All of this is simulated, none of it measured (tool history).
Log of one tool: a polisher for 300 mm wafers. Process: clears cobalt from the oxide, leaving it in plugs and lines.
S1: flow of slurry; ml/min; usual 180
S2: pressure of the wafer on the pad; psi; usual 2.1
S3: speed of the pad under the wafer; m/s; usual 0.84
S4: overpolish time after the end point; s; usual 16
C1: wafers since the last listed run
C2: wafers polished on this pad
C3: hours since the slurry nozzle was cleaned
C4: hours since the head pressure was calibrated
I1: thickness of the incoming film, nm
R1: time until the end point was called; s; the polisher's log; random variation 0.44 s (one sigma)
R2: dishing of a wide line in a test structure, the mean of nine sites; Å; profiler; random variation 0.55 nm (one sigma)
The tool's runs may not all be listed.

| run | hour | S1 | S2 | S3 | S4 | C1 | C2 | C3 | C4 | I1 | R1 | R2 |
|---|---|---|---|---|---|---|---|---|---|---|---|---|
| 1 | 0 | 180 | 2.1 | 0.84 | 16 | 0 | 4031 | 100.2 | 134.3 | 161.3 | 34.6 | 414 |
|  | 60.7 | worn pad replaced by a new one |
| 2 | 89.1 | 180 | 2.1 | 0.84 | 16 | 1175 | 391 | 189.3 | 223.4 | 162.3 | 36.1 | 419 |
|  | 260.8 | slurry nozzle cleaned |
| 3 | 328 | 180 | 2.1 | 0.84 | 16 | 3287 | 3679 | 67.2 | 462.3 | 160.4 | 35.4 | 437 |
|  | 412.1 | worn pad replaced by a new one |
| 4 | 412.6 | 210 | 2.1 | 0.84 | 16 | 1113 | 6 | 151.8 | 546.9 | 158.5 | 34 | 427 |
| 5 | 462 | 210 | 2.1 | 0.84 | 16 | 682 | 688 | 201.2 | 596.3 | 159.8 | 34.5 | 424 |
| 6 | 504.6 | 180 | 2.1 | 0.84 | 16 | 588 | 1277 | 243.8 | 638.9 | 160.5 | 35.8 | 423 |
| 7 | 575.5 | 180 | 2.1 | 0.84 | 16 | 979 | 2257 | 314.7 | 709.8 | 160.7 | 36.3 | 412 |
| 8 | 650.1 | 180 | 2.1 | 0.84 | 16 | 1030 | 3288 | 389.3 | 784.4 | 162 | 37.7 | 407 |
|  | 711.6 | slurry nozzle cleaned |
| 9 | 749.5 | 180 | 2.1 | 0.84 | 16 | 1359 | 4647 | 37.9 | 883.8 | 160.1 | 35.2 | 429 |
|  | 849.8 | head pressure recalibrated |
| 10 | 851.9 | 180 | 2.1 | 0.84 | 16 | 1387 | 6035 | 140.3 | 2.1 | 162.2 | 36.1 | 431 |
|  | 856.6 | worn pad replaced by a new one |
| 11 | 956.3 | 180 | 2.1 | 0.84 | 16 | 1387 | 1377 | 244.7 | 106.5 | 158.5 | 36 | 411 |
| 12 | 995.5 | 180 | 2.1 | 0.84 | 16 | 541 | 1918 | 283.9 | 145.7 | 159.3 | 35.8 | 425 |
| 13 | 1040.4 | 180 | 2.1 | 0.84 | 16 | 620 | 2539 | 328.8 | 190.6 | 160.3 | 36.6 | 416 |
|  | 1088.5 | slurry nozzle cleaned |
| 14 | 1131 | 195 | 2.6 | 0.94 | 23 | 1238 | 3777 | 42.5 | 281.2 | 161 | 25.2 | 552 |
|  | 1207.1 | worn pad replaced by a new one |
| 15 | 1213.8 | 180 | 2.5 | 1.02 | 25 | 1088 | 93 | 125.3 | 364 | 158 | 24.5 | 584 |
| 16 | 1258.5 | 180 | 2.1 | 0.84 | 19 | 617 | 710 | 170 | 408.7 | 159.7 | 35.5 | 464 |
| 17 | 1361.5 | 135 | 1.8 | 1.08 | 22 | 1423 | 2134 | 273 | 511.7 | 158.8 | 34.6 | 493 |
| 18 | 1408.7 | 180 | 2.1 | 0.84 | 16 | 652 | 2786 | 320.2 | 558.9 | 160.3 | 36.7 | 415 |
| 19 | 1466.6 | 180 | 2.1 | 0.84 | 16 | 800 | 3586 | 378.1 | 616.8 | 157.2 | 36.3 | 407 |
|  | 1502.6 | slurry nozzle cleaned |
| 20 | 1537.3 | 180 | 2.6 | 0.6 | 16 | 963 | 4549 | 34.7 | 687.5 | 161 | 39.6 | 400 |
|  | 1557.8 | worn pad replaced by a new one |
| 21 | 1591 | 125 | 2.1 | 0.84 | 16 | 686 | 458 | 88.4 | 741.2 | 159.6 | 36.6 | 426 |
| 22 | 1688 | 180 | 2.1 | 0.84 | 16 | 1340 | 1799 | 185.4 | 838.2 | 158 | 34.6 | 423 |
| 23 | 1774.2 | 220 | 1.7 | 1.14 | 20 | 1191 | 2990 | 271.6 | 924.4 | 160.2 | 31.2 | 506 |
| 24 | 1851.2 | 240 | 2.5 | 0.84 | 24 | 1063 | 4054 | 348.6 | 1001.4 | 160.4 | 29.3 | 542 |
|  | 1858.8 | slurry nozzle cleaned |
|  | 1907.7 | worn pad replaced by a new one |
| 25 | 1908.2 | 120 | 2.1 | 0.84 | 16 | 718 | 6 | 49.4 | 1058.4 | 161.4 | 36.6 | 410 |
| 26 | 1968.7 | 180 | 2.1 | 0.84 | 16 | 835 | 842 | 109.9 | 1118.9 | 159.4 | 34.3 | 435 |

Forecast each of these 4 alternatives for the next run:
| A | 1969.1 | 180 | 1.5 | 0.84 | 16 | 5 | 847 | 110.3 | 1119.3 | 158.4 | ? | ? |
| B | 1969.1 | 180 | 2.1 | 0.84 | 10 | 5 | 847 | 110.3 | 1119.3 | 158.4 | ? | ? |
| C | 1969.1 | 180 | 2.1 | 0.72 | 16 | 5 | 847 | 110.3 | 1119.3 | 158.4 | ? | ? |
| D | 1969.1 | 225 | 2.1 | 0.84 | 22 | 5 | 847 | 110.3 | 1119.3 | 158.4 | ? | ? |

| run | R1 | R2 |
|---|---|---|
| A | 47.7 | 356 |
| B | 34.5 | 322 |
| C | 40.2 | 394 |
| D | 33.6 | 503 |
Without the tool's hidden state the same runs would have given:
| run | R1 | R2 |
|---|---|---|
| A | 46.7 | 360 |
| B | 33.8 | 327 |
| C | 39.5 | 399 |
| D | 33 | 506 |

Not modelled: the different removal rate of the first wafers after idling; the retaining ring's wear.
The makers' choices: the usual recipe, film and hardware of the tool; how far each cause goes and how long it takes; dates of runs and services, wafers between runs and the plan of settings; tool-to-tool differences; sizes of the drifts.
